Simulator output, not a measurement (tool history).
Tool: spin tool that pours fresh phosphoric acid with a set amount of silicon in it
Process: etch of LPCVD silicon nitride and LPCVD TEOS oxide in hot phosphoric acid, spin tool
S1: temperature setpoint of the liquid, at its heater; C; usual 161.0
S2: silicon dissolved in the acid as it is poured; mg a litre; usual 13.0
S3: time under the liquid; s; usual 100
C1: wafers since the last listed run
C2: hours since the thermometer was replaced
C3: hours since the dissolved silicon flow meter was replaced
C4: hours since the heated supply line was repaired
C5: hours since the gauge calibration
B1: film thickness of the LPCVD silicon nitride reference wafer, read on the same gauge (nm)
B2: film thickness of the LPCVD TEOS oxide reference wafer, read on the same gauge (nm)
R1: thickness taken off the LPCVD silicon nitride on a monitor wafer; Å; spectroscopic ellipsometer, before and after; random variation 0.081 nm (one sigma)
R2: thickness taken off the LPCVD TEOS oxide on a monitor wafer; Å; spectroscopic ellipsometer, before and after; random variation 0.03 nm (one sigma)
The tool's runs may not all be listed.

| run | hour | S1 | S2 | S3 | C1 | C2 | C3 | C4 | C5 | B1 | B2 | R1 | R2 |
|---|---|---|---|---|---|---|---|---|---|---|---|---|---|
| 1 | 0.0 | 162.5 | 13.0 | 100 | 0 | 2610.1 | 474.0 | 2028.1 | 1915.6 | 149.99 | 110.001 | 90.1 | 5.05 |
| 2 | 64.6 | 162.0 | 13.0 | 100 | 932 | 2674.7 | 538.6 | 2092.7 | 1980.2 | 150.00 | 110.006 | 88.1 | 4.52 |
|  | 73.9 | dissolved silicon flow meter replaced |
| 3 | 95.2 | 161.0 | 5.5 | 120 | 427 | 2705.3 | 21.3 | 2123.3 | 2010.8 | 149.99 | 110.013 | 102.3 | 6.73 |
| 4 | 166.4 | 161.0 | 13.0 | 100 | 1028 | 2776.5 | 92.5 | 2194.5 | 2082.0 | 150.00 | 110.013 | 85.1 | 4.67 |
| 5 | 222.5 | 159.5 | 17.0 | 75 | 810 | 2832.6 | 148.6 | 2250.6 | 2138.1 | 150.02 | 109.993 | 59.2 | 2.66 |
|  | 265.1 | heated supply line repaired |
| 6 | 275.2 | 161.0 | 8.0 | 45 | 746 | 2885.3 | 201.3 | 10.1 | 2190.8 | 150.00 | 110.000 | 41.4 | 2.65 |
| 7 | 324.4 | 164.0 | 13.0 | 140 | 710 | 2934.5 | 250.5 | 59.3 | 2240.0 | 149.99 | 109.981 | 143.2 | 9.37 |
| 8 | 349.0 | 163.5 | 23.0 | 85 | 355 | 2959.1 | 275.1 | 83.9 | 2264.6 | 149.99 | 109.950 | 85.7 | 4.20 |
| 9 | 384.6 | 161.0 | 13.0 | 100 | 514 | 2994.7 | 310.7 | 119.5 | 2300.2 | 149.98 | 109.985 | 93.1 | 5.88 |
|  | 401.4 | gauge calibrated |
| 10 | 416.4 | 159.0 | 13.0 | 100 | 459 | 3026.5 | 342.5 | 151.3 | 15.0 | 150.01 | 109.977 | 86.0 | 4.78 |
|  | 481.0 | thermometer replaced |
| 11 | 486.6 | 161.0 | 13.0 | 100 | 999 | 5.6 | 412.7 | 221.5 | 85.2 | 150.00 | 110.026 | 90.6 | 5.15 |
| 12 | 523.3 | 161.0 | 13.0 | 100 | 529 | 42.3 | 449.4 | 258.2 | 121.9 | 150.01 | 110.006 | 94.0 | 5.75 |
| 13 | 557.4 | 162.5 | 18.0 | 100 | 492 | 76.4 | 483.5 | 292.3 | 156.0 | 150.04 | 109.978 | 97.2 | 5.50 |
| 14 | 599.9 | 163.5 | 13.0 | 100 | 613 | 118.9 | 526.0 | 334.8 | 198.5 | 150.00 | 110.011 | 100.3 | 5.89 |
|  | 631.0 | dissolved silicon flow meter replaced |
| 15 | 667.9 | 161.0 | 13.0 | 150 | 967 | 186.9 | 36.9 | 402.8 | 266.5 | 149.96 | 110.021 | 137.6 | 8.52 |
| 16 | 713.9 | 161.0 | 13.0 | 100 | 664 | 232.9 | 82.9 | 448.8 | 312.5 | 150.00 | 110.003 | 92.1 | 5.33 |
| 17 | 767.0 | 161.0 | 13.0 | 100 | 766 | 286.0 | 136.0 | 501.9 | 365.6 | 149.97 | 110.028 | 91.4 | 5.60 |
| 18 | 813.8 | 161.0 | 13.0 | 100 | 675 | 332.8 | 182.8 | 548.7 | 412.4 | 150.02 | 109.986 | 90.8 | 5.53 |
| 19 | 879.7 | 160.0 | 13.0 | 70 | 951 | 398.7 | 248.7 | 614.6 | 478.3 | 150.00 | 109.991 | 61.0 | 3.33 |
| 20 | 930.3 | 163.0 | 13.0 | 140 | 730 | 449.3 | 299.3 | 665.2 | 528.9 | 150.01 | 110.036 | 136.9 | 8.16 |
| 21 | 968.6 | 163.0 | 20.5 | 100 | 552 | 487.6 | 337.6 | 703.5 | 567.2 | 150.02 | 109.969 | 95.8 | 4.87 |
| 22 | 1012.4 | 158.5 | 13.0 | 100 | 632 | 531.4 | 381.4 | 747.3 | 611.0 | 149.97 | 110.002 | 82.6 | 3.77 |
| 23 | 1082.4 | 161.0 | 13.0 | 100 | 1010 | 601.4 | 451.4 | 817.3 | 681.0 | 149.97 | 109.976 | 88.9 | 5.26 |

Forecast each of these 3 alternatives for the next run:
| A | 1082.8 | 161.0 | 13.0 | 50 | 5 | 601.8 | 451.8 | 817.7 | 681.4 | ? | ? | ? | ? |
| B | 1082.8 | 163.0 | 6.5 | 100 | 5 | 601.8 | 451.8 | 817.7 | 681.4 | ? | ? | ? | ? |
| C | 1082.8 | 161.0 | 23.5 | 150 | 5 | 601.8 | 451.8 | 817.7 | 681.4 | ? | ? | ? | ? |

| run | B1 | B2 | R1 | R2 |
|---|---|---|---|---|
| A | 149.97 | 110.006 | 45.1 | 2.59 |
| B | 149.97 | 110.006 | 96.4 | 6.94 |
| C | 149.97 | 110.006 | 135.3 | 5.83 |
Without the tool's hidden state the same runs would have given:
| run | R1 | R2 |
|---|---|---|
| A | 47.5 | 2.91 |
| B | 101.5 | 7.77 |
| C | 142.5 | 6.54 |
